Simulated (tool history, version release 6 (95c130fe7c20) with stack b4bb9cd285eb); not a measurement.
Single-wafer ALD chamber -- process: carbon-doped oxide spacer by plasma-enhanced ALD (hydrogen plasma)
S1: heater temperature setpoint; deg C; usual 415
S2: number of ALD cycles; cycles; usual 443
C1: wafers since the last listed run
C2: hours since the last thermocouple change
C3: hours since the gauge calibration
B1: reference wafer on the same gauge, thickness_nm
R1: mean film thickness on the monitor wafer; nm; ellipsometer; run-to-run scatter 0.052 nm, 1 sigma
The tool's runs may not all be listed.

run 1 hour=0 | S1=415 S2=416 | C1=0 C2=2340.5 C3=144.9 | B1=24.684 | R1=20.168
run 2 hour=12.4 | S1=415 S2=416 | C1=9 C2=2352.9 C3=157.3 | B1=24.706 | R1=20.131
run 3 hour=32.7 | S1=415 S2=443 | C1=15 C2=2373.2 C3=177.6 | B1=24.705 | R1=21.42
run 4 hour=65.2 | S1=415 S2=443 | C1=25 C2=2405.7 C3=210.1 | B1=24.705 | R1=21.453
-- hour=67.9 gauge calibrated
run 5 hour=95.4 | S1=415 S2=443 | C1=23 C2=2435.9 C3=27.5 | B1=24.686 | R1=21.43
run 6 hour=113.4 | S1=415 S2=443 | C1=14 C2=2453.9 C3=45.5 | B1=24.672 | R1=21.509
run 7 hour=136.1 | S1=421 S2=419 | C1=17 C2=2476.6 C3=68.2 | B1=24.728 | R1=19.817
run 8 hour=157.3 | S1=421 S2=419 | C1=16 C2=2497.8 C3=89.4 | B1=24.676 | R1=19.818
run 9 hour=172.3 | S1=400 S2=506 | C1=11 C2=2512.8 C3=104.4 | B1=24.707 | R1=25.666
run 10 hour=194.5 | S1=401 S2=398 | C1=17 C2=2535 C3=126.6 | B1=24.693 | R1=20.048
run 11 hour=209.6 | S1=411 S2=378 | C1=11 C2=2550.1 C3=141.7 | B1=24.702 | R1=18.538
run 12 hour=243.6 | S1=429 S2=357 | C1=26 C2=2584.1 C3=175.7 | B1=24.701 | R1=16.464
run 13 hour=269.9 | S1=409 S2=390 | C1=20 C2=2610.4 C3=202 | B1=24.697 | R1=19.099

Estimate the outcome of run 14 from the log above:
-- hour=277.7 gauge calibrated
-- hour=292 thermocouple changed; heater temperature recalibrated
run 14 hour=292.5 | S1=415 S2=399 | C1=11 C2=0.5 C3=14.8 | B1=? | R1=?

B1: 24.707
R1: 19.314 nm
On a tool with no hidden condition, and with the same random variation, this run would have come out at R1 19.314 nm.
